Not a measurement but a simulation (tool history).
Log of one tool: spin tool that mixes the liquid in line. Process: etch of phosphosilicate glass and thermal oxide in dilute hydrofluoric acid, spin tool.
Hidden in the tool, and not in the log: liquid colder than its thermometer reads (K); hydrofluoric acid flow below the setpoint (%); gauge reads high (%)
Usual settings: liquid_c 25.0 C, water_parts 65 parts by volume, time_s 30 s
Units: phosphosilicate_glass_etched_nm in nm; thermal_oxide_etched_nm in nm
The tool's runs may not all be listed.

run,hour,liquid_c,water_parts,time_s,wafers since the last listed run,hours since the thermometer was replaced,hours since the hydrofluoric acid flow meter was replaced,hours since the gauge calibration,"read-back film thickness of the phosphosilicate glass reference wafer, read on the same gauge (nm)","read-back film thickness of the thermal oxide reference wafer, read on the same gauge (nm)",phosphosilicate_glass_etched_nm,thermal_oxide_etched_nm
1,0.0,25.0,65,30,0,512.7,150.7,1630.8,30.02,120.009,75.00,2.453
2,74.6,25.0,65,30,715,587.3,225.3,1705.4,29.99,119.996,74.65,2.478
3,294.5,25.0,65,30,2109,807.2,445.2,1925.3,29.99,119.991,72.15,2.449
4,364.8,25.0,65,30,674,877.5,515.5,1995.6,30.01,120.006,71.99,2.425
5,567.2,25.0,60,30,1942,1079.9,717.9,2198.0,30.01,119.995,77.49,2.632
6,632.2,25.0,65,30,623,1144.9,782.9,2263.0,29.99,119.994,70.51,2.346
7,718.6,25.0,65,30,829,1231.3,869.3,2349.4,30.01,120.002,70.38,2.362
# hour 733.5: hydrofluoric acid flow meter replaced
8,807.2,25.0,65,30,840,1319.9,73.7,2438.0,30.01,119.991,73.06,2.448
9,863.1,25.0,65,30,536,1375.8,129.6,2493.9,30.01,119.986,73.04,2.435
10,901.5,25.0,55,30,368,1414.2,168.0,2532.3,30.00,119.996,87.52,2.962
11,1158.4,25.0,65,30,2464,1671.1,424.9,2789.2,30.01,119.993,70.98,2.374
# hour 1216.2: gauge calibrated
12,1257.8,25.0,65,30,953,1770.5,524.3,41.6,30.02,120.015,70.02,2.319
# hour 1326.1: thermometer replaced
13,1349.7,30.0,85,30,872,23.6,616.2,133.5,30.00,120.012,67.12,2.230
14,1386.8,29.5,90,25,355,60.7,653.3,170.6,30.01,120.002,51.35,1.686
15,1457.1,25.0,75,50,674,131.0,723.6,240.9,29.98,120.008,105.23,3.500
16,1536.5,30.0,65,50,761,210.4,803.0,320.3,30.01,120.011,147.22,4.924
17,1649.5,29.0,40,30,1084,323.4,916.0,433.3,30.00,119.996,143.41,4.788
# hour 1727.1: hydrofluoric acid flow meter replaced
18,1744.0,25.0,65,30,897,417.9,16.9,527.8,30.03,119.993,75.99,2.571
19,1808.9,28.5,40,30,622,482.8,81.8,592.7,30.01,120.004,145.68,4.850
20,1852.7,22.5,65,40,420,526.6,125.6,636.5,30.00,120.018,89.71,3.000
21,1922.2,26.5,80,25,666,596.1,195.1,706.0,30.00,120.006,52.08,1.815
22,2001.4,20.0,65,40,759,675.3,274.3,785.2,29.99,120.008,80.59,2.721
23,2059.2,29.0,80,40,554,733.1,332.1,843.0,30.01,119.991,90.67,3.037
24,2142.4,25.0,65,30,798,816.3,415.3,926.2,30.01,120.013,72.46,2.513
25,2201.4,27.5,40,20,566,875.3,474.3,985.2,29.97,119.982,90.29,3.036

Forecast each of these 3 alternatives for the next run:
A,2201.8,25.0,65,30,3,875.7,474.7,985.6,?,?,?,?
B,2201.8,22.0,40,40,3,875.7,474.7,985.6,?,?,?,?
C,2201.8,25.0,45,30,3,875.7,474.7,985.6,?,?,?,?

run,"read-back film thickness of the phosphosilicate glass reference wafer, read on the same gauge (nm)","read-back film thickness of the thermal oxide reference wafer, read on the same gauge (nm)",phosphosilicate_glass_etched_nm,thermal_oxide_etched_nm
A,29.98,119.995,72.85,2.434
B,29.98,119.995,144.06,4.813
C,29.98,119.995,108.15,3.613
Without the tool's hidden state the same runs would have given:
run,phosphosilicate_glass_etched_nm,thermal_oxide_etched_nm
A,77.42,2.586
B,153.14,5.116
C,114.89,3.838
